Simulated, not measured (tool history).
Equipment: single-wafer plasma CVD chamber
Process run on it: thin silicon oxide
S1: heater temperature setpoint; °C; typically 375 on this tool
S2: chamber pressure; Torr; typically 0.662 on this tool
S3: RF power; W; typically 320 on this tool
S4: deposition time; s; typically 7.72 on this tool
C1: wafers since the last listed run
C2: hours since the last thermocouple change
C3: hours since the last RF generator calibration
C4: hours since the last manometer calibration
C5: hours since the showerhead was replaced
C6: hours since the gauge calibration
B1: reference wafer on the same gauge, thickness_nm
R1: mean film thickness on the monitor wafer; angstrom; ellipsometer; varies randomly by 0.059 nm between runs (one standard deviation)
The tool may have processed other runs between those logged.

run,hour,S1,S2,S3,S4,C1,C2,C3,C4,C5,C6,B1,R1
1,0,375,0.662,320,7.72,0,1533.7,1497.5,439.1,3029.5,47.3,11.101,122.16
2,27,375,0.662,320,7.72,412,1560.7,1524.5,466.1,3056.5,74.3,11.099,121.58
3,88.4,375,0.662,320,7.72,939,1622.1,1585.9,527.5,3117.9,135.7,11.097,122.58
4,148.8,375,0.662,320,7.72,923,1682.5,1646.3,587.9,3178.3,196.1,11.096,120.92
5,206.4,375,0.662,320,7.72,880,1740.1,1703.9,645.5,3235.9,253.7,11.101,122.24
6,305.4,375,0.662,320,7.72,1514,1839.1,1802.9,744.5,3334.9,352.7,11.095,122
# hour 321.8: showerhead replaced
# hour 325.4: RF generator calibrated
7,349.6,375,0.662,320,7.72,499,1883.3,24.2,788.7,27.8,396.9,11.098,122.22
# hour 358: gauge calibrated
8,388.1,375,0.662,320,7.72,588,1921.8,62.7,827.2,66.3,30.1,11.095,122.27
9,434.7,375,0.662,320,7.72,712,1968.4,109.3,873.8,112.9,76.7,11.091,122.46
# hour 494.4: thermocouple changed; heater temperature recalibrated
10,499.9,380,0.602,365,9.04,874,5.5,174.5,939,178.1,141.9,11.103,137.57
11,560.5,388,0.528,350,6.49,926,66.1,235.1,999.6,238.7,202.5,11.113,85.17
# hour 569.4: capacitance manometer re-zeroed and calibrated
12,593.8,390,0.662,320,9.14,386,99.4,268.4,24.4,272,235.8,11.098,141.86
13,620.2,380,0.498,360,7.08,403,125.8,294.8,50.8,298.4,262.2,11.098,88.44
14,688.8,375,0.547,370,8.86,1049,194.4,363.4,119.4,367,330.8,11.095,123.84
# hour 747.4: gauge calibrated
15,749.8,375,0.717,320,9.24,932,255.4,424.4,180.4,428,2.4,11.105,159.88
16,813.5,367,0.662,265,7.72,974,319.1,488.1,244.1,491.7,66.1,11.105,110.88
17,880.6,367,0.662,265,7.72,1026,386.2,555.2,311.2,558.8,133.2,11.112,112.1

Below are 4 alternative next runs, each starting from the tool's condition after run 17. Predict each:
A,881,375,0.662,260,7.72,6,386.6,555.6,311.6,559.2,133.6,?,?
B,881,375,0.662,290,9.23,6,386.6,555.6,311.6,559.2,133.6,?,?
C,881,375,0.662,320,9.05,6,386.6,555.6,311.6,559.2,133.6,?,?
D,881,383,0.81,360,9.06,6,386.6,555.6,311.6,559.2,133.6,?,?

run,B1,R1
A,11.098,110.89
B,11.098,139.99
C,11.098,143.69
D,11.098,182.4
Take away the tool's hidden state, keep each run's random variation, and the runs would have read:
run,R1
A,110.89
B,139.99
C,143.69
D,182.4

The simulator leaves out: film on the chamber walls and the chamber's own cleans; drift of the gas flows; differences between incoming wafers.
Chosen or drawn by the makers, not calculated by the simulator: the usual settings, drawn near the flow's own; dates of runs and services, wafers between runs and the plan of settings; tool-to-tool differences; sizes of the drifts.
